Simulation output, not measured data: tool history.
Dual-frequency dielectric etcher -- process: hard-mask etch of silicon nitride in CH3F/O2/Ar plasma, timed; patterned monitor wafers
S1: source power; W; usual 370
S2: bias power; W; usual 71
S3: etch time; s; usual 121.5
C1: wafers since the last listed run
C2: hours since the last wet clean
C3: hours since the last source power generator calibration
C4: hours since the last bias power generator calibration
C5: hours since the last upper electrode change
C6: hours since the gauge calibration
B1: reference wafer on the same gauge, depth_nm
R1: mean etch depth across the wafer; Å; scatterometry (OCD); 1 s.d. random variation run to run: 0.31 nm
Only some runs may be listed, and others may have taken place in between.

run 1 day=0.000 | S1=370 S2=71 S3=94.5 | C1=0 C2=92.8 C3=2871.2 C4=1003.9 C5=1593.1 C6=2544.2 | B1=85.0 | R1=665
run 2 day=3.392 | S1=370 S2=71 S3=132.0 | C1=447 C2=174.2 C3=2952.6 C4=1085.3 C5=1674.5 C6=2625.6 | B1=85.1 | R1=936
run 3 day=7.438 | S1=370 S2=71 S3=132.0 | C1=534 C2=271.3 C3=3049.7 C4=1182.4 C5=1771.6 C6=2722.7 | B1=85.0 | R1=938
run 4 day=10.817 | S1=370 S2=71 S3=132.0 | C1=446 C2=352.4 C3=3130.8 C4=1263.5 C5=1852.7 C6=2803.8 | B1=85.0 | R1=942
run 5 day=12.788 | S1=370 S2=71 S3=121.5 | C1=260 C2=399.7 C3=3178.1 C4=1310.8 C5=1900.0 C6=2851.1 | B1=85.2 | R1=870
-- day=15.846 bias power generator calibrated
run 6 day=16.754 | S1=370 S2=71 S3=121.5 | C1=501 C2=494.9 C3=3273.3 C4=21.8 C5=1995.2 C6=2946.3 | B1=85.0 | R1=873
-- day=17.075 gauge calibrated
-- day=27.604 wet clean of the chamber
run 7 day=29.250 | S1=370 S2=71 S3=121.5 | C1=1517 C2=39.5 C3=3573.2 C4=321.7 C5=2295.1 C6=292.2 | B1=85.0 | R1=860
run 8 day=30.983 | S1=370 S2=71 S3=121.5 | C1=228 C2=81.1 C3=3614.8 C4=363.3 C5=2336.7 C6=333.8 | B1=85.0 | R1=863
run 9 day=33.617 | S1=420 S2=84 S3=86.5 | C1=347 C2=144.3 C3=3678.0 C4=426.5 C5=2399.9 C6=397.0 | B1=85.0 | R1=674
run 10 day=37.954 | S1=340 S2=58 S3=121.5 | C1=572 C2=248.4 C3=3782.1 C4=530.6 C5=2504.0 C6=501.1 | B1=84.9 | R1=796
run 11 day=41.083 | S1=370 S2=71 S3=121.5 | C1=413 C2=323.5 C3=3857.2 C4=605.7 C5=2579.1 C6=576.2 | B1=85.0 | R1=862
run 12 day=43.696 | S1=370 S2=71 S3=154.5 | C1=344 C2=386.2 C3=3919.9 C4=668.4 C5=2641.8 C6=638.9 | B1=85.0 | R1=1109
run 13 day=46.600 | S1=420 S2=62 S3=109.0 | C1=383 C2=455.9 C3=3989.6 C4=738.1 C5=2711.5 C6=708.6 | B1=85.0 | R1=795
-- day=49.721 source power generator calibrated
run 14 day=49.742 | S1=320 S2=71 S3=146.5 | C1=392 C2=531.3 C3=0.5 C4=813.5 C5=2786.9 C6=784.0 | B1=85.0 | R1=1015
run 15 day=51.308 | S1=290 S2=71 S3=131.5 | C1=206 C2=568.9 C3=38.1 C4=851.1 C5=2824.5 C6=821.6 | B1=85.0 | R1=869
run 16 day=53.275 | S1=370 S2=71 S3=121.5 | C1=259 C2=616.1 C3=85.3 C4=898.3 C5=2871.7 C6=868.8 | B1=85.0 | R1=887
run 17 day=56.179 | S1=370 S2=87 S3=121.5 | C1=383 C2=685.8 C3=155.0 C4=968.0 C5=2941.4 C6=938.5 | B1=84.9 | R1=941
-- day=58.633 wet clean of the chamber
run 18 day=59.333 | S1=420 S2=84 S3=86.5 | C1=284 C2=16.8 C3=230.7 C4=1043.7 C5=3017.1 C6=1014.2 | B1=85.0 | R1=678
run 19 day=62.071 | S1=370 S2=71 S3=121.5 | C1=361 C2=82.5 C3=296.4 C4=1109.4 C5=3082.8 C6=1079.9 | B1=85.0 | R1=861
-- day=63.975 upper electrode replaced
run 20 day=63.996 | S1=420 S2=78 S3=150.5 | C1=122 C2=128.7 C3=342.6 C4=1155.6 C5=0.5 C6=1126.1 | B1=84.8 | R1=1159
run 21 day=68.188 | S1=320 S2=85 S3=137.5 | C1=553 C2=229.3 C3=443.2 C4=1256.2 C5=101.1 C6=1226.7 | B1=85.0 | R1=979
run 22 day=71.125 | S1=420 S2=58 S3=98.5 | C1=387 C2=299.8 C3=513.7 C4=1326.7 C5=171.6 C6=1297.2 | B1=85.0 | R1=705
run 23 day=73.933 | S1=370 S2=71 S3=121.5 | C1=370 C2=367.2 C3=581.1 C4=1394.1 C5=239.0 C6=1364.6 | B1=85.1 | R1=883
run 24 day=75.588 | S1=280 S2=71 S3=121.5 | C1=218 C2=406.9 C3=620.8 C4=1433.8 C5=278.7 C6=1404.3 | B1=84.9 | R1=788
run 25 day=77.933 | S1=370 S2=71 S3=121.5 | C1=309 C2=463.2 C3=677.1 C4=1490.1 C5=335.0 C6=1460.6 | B1=85.0 | R1=884
-- day=85.804 bias power generator calibrated
-- day=87.025 wet clean of the chamber
run 26 day=88.692 | S1=370 S2=71 S3=121.5 | C1=1266 C2=40.0 C3=935.3 C4=69.3 C5=593.2 C6=1718.8 | B1=84.9 | R1=859
run 27 day=90.796 | S1=370 S2=57 S3=106.0 | C1=277 C2=90.5 C3=985.8 C4=119.8 C5=643.7 C6=1769.3 | B1=85.0 | R1=714
run 28 day=93.604 | S1=370 S2=71 S3=87.5 | C1=370 C2=157.9 C3=1053.2 C4=187.2 C5=711.1 C6=1836.7 | B1=85.0 | R1=624
run 29 day=95.638 | S1=400 S2=78 S3=140.0 | C1=268 C2=206.7 C3=1102.0 C4=236.0 C5=759.9 C6=1885.5 | B1=85.0 | R1=1061
run 30 day=98.604 | S1=440 S2=54 S3=101.0 | C1=391 C2=277.9 C3=1173.2 C4=307.2 C5=831.1 C6=1956.7 | B1=85.0 | R1=722

Hidden state or all else? Some run-to-run changes of R1, split into what the settings, what came in and random variation would give without the hidden state, and what is left for the hidden state (with any gauge scatter that isn't in both results):
Hidden state present: etch rate over this chamber's usual, %; source power that arrives over what is set, %; bias power that arrives over what is set, %; gauge reads high (%).
Run 12 -> 13: S1 370 -> 420, S2 71 -> 62, S3 154.5 -> 109.0. R1 -314 Å: hidden state +1, all else -315.
Run 13 -> 14: S1 420 -> 320, S2 62 -> 71, S3 109.0 -> 146.5, source power generator calibrated. R1 +220 Å: hidden state +21, all else +199.
Run 17 -> 18: S1 370 -> 420, S2 87 -> 84, S3 121.5 -> 86.5, wet clean of the chamber. R1 -263 Å: hidden state -31, all else -232.
Run 25 -> 26: bias power generator calibrated, wet clean of the chamber. R1 -25 Å: hidden state -20, all else -5.
Run 28 -> 29: S1 370 -> 400, S2 71 -> 78, S3 87.5 -> 140.0. R1 +437 Å: hidden state +2, all else +435.
Run 29 -> 30: S1 400 -> 440, S2 78 -> 54, S3 140.0 -> 101.0. R1 -339 Å: hidden state +2, all else -341.
